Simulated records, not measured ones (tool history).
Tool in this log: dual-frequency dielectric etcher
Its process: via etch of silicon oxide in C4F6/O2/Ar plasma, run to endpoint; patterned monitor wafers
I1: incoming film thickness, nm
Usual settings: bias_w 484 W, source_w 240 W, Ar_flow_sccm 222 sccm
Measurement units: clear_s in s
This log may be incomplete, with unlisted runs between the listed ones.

Run 1, hour 0.0: usual settings but Ar_flow_sccm 206 sccm; I1 128.7. Result: clear_s 35.8 s.
At hour 63.9: wet clean of the chamber.
Run 2, hour 64.4: usual settings but Ar_flow_sccm 206 sccm; I1 128.4. Result: clear_s 34.7 s.
Run 3, hour 114.9: usual settings but Ar_flow_sccm 206 sccm; I1 127.7. Result: clear_s 35.0 s.
Run 4, hour 152.5: usual settings; I1 129.9. Result: clear_s 35.9 s.
Run 5, hour 210.7: usual settings; I1 128.3. Result: clear_s 35.9 s.
Run 6, hour 328.6: usual settings; I1 128.4. Result: clear_s 35.8 s.
Run 7, hour 358.8: usual settings but bias_w 531 W; I1 129.0. Result: clear_s 35.1 s.
At hour 369.4: bias power generator calibrated.
Run 8, hour 395.7: usual settings; I1 128.2. Result: clear_s 36.0 s.
At hour 424.2: wet clean of the chamber.
At hour 463.8: source power generator calibrated.
Run 9, hour 467.4: usual settings but bias_w 525 W, source_w 190 W, Ar_flow_sccm 271 sccm; I1 129.2. Result: clear_s 40.7 s.
Run 10, hour 494.6: usual settings but bias_w 405 W, source_w 300 W, Ar_flow_sccm 166 sccm; I1 128.6. Result: clear_s 35.0 s.
Run 11, hour 556.9: usual settings; I1 128.3. Result: clear_s 37.6 s.
At hour 617.0: wet clean of the chamber, repeated, since the last time left the tool worse.
Run 12, hour 617.5: usual settings but bias_w 544 W, source_w 270 W; I1 129.8. Result: clear_s 32.7 s.
Run 13, hour 670.4: usual settings but source_w 190 W; I1 126.7. Result: clear_s 37.6 s.
At hour 714.9: upper electrode replaced.
At hour 757.1: Ar flow controller replaced.
Run 14, hour 798.7: usual settings but bias_w 528 W, source_w 260 W, Ar_flow_sccm 197 sccm; I1 128.3. Result: clear_s 33.7 s.
Run 15, hour 857.3: usual settings but bias_w 424 W, source_w 280 W, Ar_flow_sccm 240 sccm; I1 128.7. Result: clear_s 35.1 s.
Run 16, hour 928.5: usual settings; I1 128.6. Result: clear_s 36.1 s.
At hour 959.6: wet clean of the chamber.
Run 17, hour 960.2: usual settings but bias_w 603 W, source_w 280 W, Ar_flow_sccm 175 sccm; I1 127.6. Result: clear_s 30.8 s.

The logged runs with the hidden state left out (each run's random variation unchanged):
Hidden state present: etch rate over this chamber's usual, %; bias power that arrives over what is set, %; source power that arrives over what is set, %; Ar flow that arrives over what is set, %.
run  clear_s
  1     35.0
  2     34.6
  3     34.8
  4     35.6
  5     35.4
  6     35.0
  7     34.2
  8     35.0
  9     38.3
 10     32.9
 11     35.2
 12     32.6
 13     37.3
 14     33.1
 15     34.4
 16     35.2
 17     31.0
